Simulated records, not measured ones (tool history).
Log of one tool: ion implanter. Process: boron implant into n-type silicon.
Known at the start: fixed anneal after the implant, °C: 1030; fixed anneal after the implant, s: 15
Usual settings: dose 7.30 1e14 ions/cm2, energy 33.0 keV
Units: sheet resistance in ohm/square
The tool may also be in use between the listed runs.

| run | hour | dose | energy | wafers since the last listed run | hours since the last dose calibration | hours since the extraction supply was calibrated | hours since the gauge calibration | read-back reference wafer on the same gauge, sheet resistance | sheet resistance |
|---|---|---|---|---|---|---|---|---|---|
| 1 | 0.0 | 7.30 | 33.0 | 0 | 1804.0 | 2303.8 | 872.8 | 156.08 | 136.67 |
| 2 | 78.1 | 8.16 | 33.0 | 1640 | 1882.1 | 2381.9 | 950.9 | 155.77 | 124.18 |
| 3 | 178.3 | 8.16 | 33.0 | 2104 | 1982.3 | 2482.1 | 1051.1 | 155.55 | 123.83 |
| 4 | 242.5 | 7.30 | 33.0 | 1348 | 2046.5 | 2546.3 | 1115.3 | 155.24 | 135.45 |
| 5 | 339.0 | 5.56 | 33.0 | 2026 | 2143.0 | 2642.8 | 1211.8 | 154.92 | 170.11 |
| 6 | 438.8 | 7.30 | 33.0 | 2095 | 2242.8 | 2742.6 | 1311.6 | 154.60 | 136.79 |
| 7 | 513.2 | 6.52 | 33.0 | 1562 | 2317.2 | 2817.0 | 1386.0 | 154.43 | 148.89 |
| 8 | 596.1 | 6.52 | 33.0 | 1740 | 2400.1 | 2899.9 | 1468.9 | 153.91 | 149.32 |
| 9 | 688.9 | 6.52 | 33.0 | 1948 | 2492.9 | 2992.7 | 1561.7 | 153.85 | 147.39 |
|  | 728.5 | Faraday cup replaced and dose calibrated |
| 10 | 769.0 | 7.30 | 33.0 | 1514 | 40.5 | 3072.8 | 1641.8 | 153.46 | 135.21 |
| 11 | 824.4 | 7.30 | 33.0 | 1163 | 95.9 | 3128.2 | 1697.2 | 153.13 | 134.75 |
| 12 | 924.8 | 7.30 | 33.0 | 2108 | 196.3 | 3228.6 | 1797.6 | 152.83 | 135.43 |
| 13 | 1017.6 | 7.30 | 33.0 | 1948 | 289.1 | 3321.4 | 1890.4 | 152.58 | 132.49 |
| 14 | 1096.2 | 7.30 | 33.0 | 1650 | 367.7 | 3400.0 | 1969.0 | 152.11 | 134.16 |
| 15 | 1140.7 | 7.30 | 33.0 | 934 | 412.2 | 3444.5 | 2013.5 | 152.25 | 132.33 |
|  | 1185.2 | extraction supply calibrated |
| 16 | 1187.1 | 6.05 | 26.0 | 806 | 458.6 | 1.9 | 2059.9 | 152.06 | 159.69 |
| 17 | 1265.6 | 5.34 | 23.5 | 1648 | 537.1 | 80.4 | 2138.4 | 151.59 | 180.91 |
| 18 | 1331.3 | 8.61 | 44.0 | 1379 | 602.8 | 146.1 | 2204.1 | 151.42 | 114.15 |
| 19 | 1431.3 | 5.66 | 41.5 | 2099 | 702.8 | 246.1 | 2304.1 | 151.09 | 159.66 |
| 20 | 1521.6 | 7.30 | 33.0 | 1896 | 793.1 | 336.4 | 2394.4 | 150.56 | 132.51 |
| 21 | 1561.7 | 8.07 | 33.0 | 842 | 833.2 | 376.5 | 2434.5 | 150.57 | 121.75 |
| 22 | 1722.0 | 5.87 | 27.5 | 3366 | 993.5 | 536.8 | 2594.8 | 150.11 | 160.48 |
| 23 | 1801.9 | 9.09 | 33.0 | 1677 | 1073.4 | 616.7 | 2674.7 | 149.73 | 109.80 |
| 24 | 1903.9 | 5.64 | 24.5 | 2141 | 1175.4 | 718.7 | 2776.7 | 149.54 | 168.61 |
| 25 | 1981.3 | 6.44 | 40.0 | 1625 | 1252.8 | 796.1 | 2854.1 | 149.12 | 143.66 |
| 26 | 2055.1 | 5.56 | 33.0 | 1549 | 1326.6 | 869.9 | 2927.9 | 148.76 | 163.58 |
| 27 | 2119.7 | 6.48 | 22.5 | 1356 | 1391.2 | 934.5 | 2992.5 | 148.72 | 149.10 |
|  | 2210.1 | gauge calibrated |
| 28 | 2222.5 | 8.90 | 33.0 | 2158 | 1494.0 | 1037.3 | 12.4 | 158.70 | 117.76 |
| 29 | 2312.7 | 8.07 | 33.0 | 1894 | 1584.2 | 1127.5 | 102.6 | 158.42 | 128.56 |
| 30 | 2416.5 | 5.23 | 33.0 | 2179 | 1688.0 | 1231.3 | 206.4 | 158.07 | 183.53 |
| 31 | 2454.2 | 8.87 | 26.0 | 791 | 1725.7 | 1269.0 | 244.1 | 158.18 | 120.15 |
| 32 | 2553.9 | 5.59 | 33.0 | 2093 | 1825.4 | 1368.7 | 343.8 | 157.54 | 173.16 |
| 33 | 2635.9 | 5.68 | 42.5 | 1721 | 1907.4 | 1450.7 | 425.8 | 157.44 | 167.30 |
| 34 | 2689.2 | 6.75 | 36.0 | 1119 | 1960.7 | 1504.0 | 479.1 | 157.10 | 145.92 |
| 35 | 2758.3 | 7.30 | 33.0 | 1451 | 2029.8 | 1573.1 | 548.2 | 156.82 | 137.27 |
| 36 | 2798.3 | 8.23 | 26.0 | 839 | 2069.8 | 1613.1 | 588.2 | 156.71 | 127.10 |
| 37 | 2865.8 | 8.50 | 33.0 | 1417 | 2137.3 | 1680.6 | 655.7 | 156.37 | 121.91 |
|  | 2884.5 | Faraday cup replaced and dose calibrated |
| 38 | 2926.3 | 9.31 | 26.5 | 1102 | 41.8 | 1741.1 | 716.2 | 156.44 | 113.72 |

The same runs without the tool's hidden state, with the same run-to-run variation:
The hidden state here: deviation of the true dose from the Faraday cup's reading, %; deviation of the true energy from its setpoint, %; gauge reads high (%).
| run | sheet resistance |
|---|---|
| 1 | 138.38 |
| 2 | 125.96 |
| 3 | 125.88 |
| 4 | 137.89 |
| 5 | 173.56 |
| 6 | 139.88 |
| 7 | 152.50 |
| 8 | 153.23 |
| 9 | 151.56 |
| 10 | 139.29 |
| 11 | 139.00 |
| 12 | 140.02 |
| 13 | 137.27 |
| 14 | 139.25 |
| 15 | 137.49 |
| 16 | 166.09 |
| 17 | 188.50 |
| 18 | 119.12 |
| 19 | 166.99 |
| 20 | 138.88 |
| 21 | 127.73 |
| 22 | 168.99 |
| 23 | 115.83 |
| 24 | 178.30 |
| 25 | 152.19 |
| 26 | 173.60 |
| 27 | 158.46 |
| 28 | 117.17 |
| 29 | 128.17 |
| 30 | 183.39 |
| 31 | 120.16 |
| 32 | 173.56 |
| 33 | 167.99 |
| 34 | 146.69 |
| 35 | 138.21 |
| 36 | 128.09 |
| 37 | 123.04 |
| 38 | 114.93 |
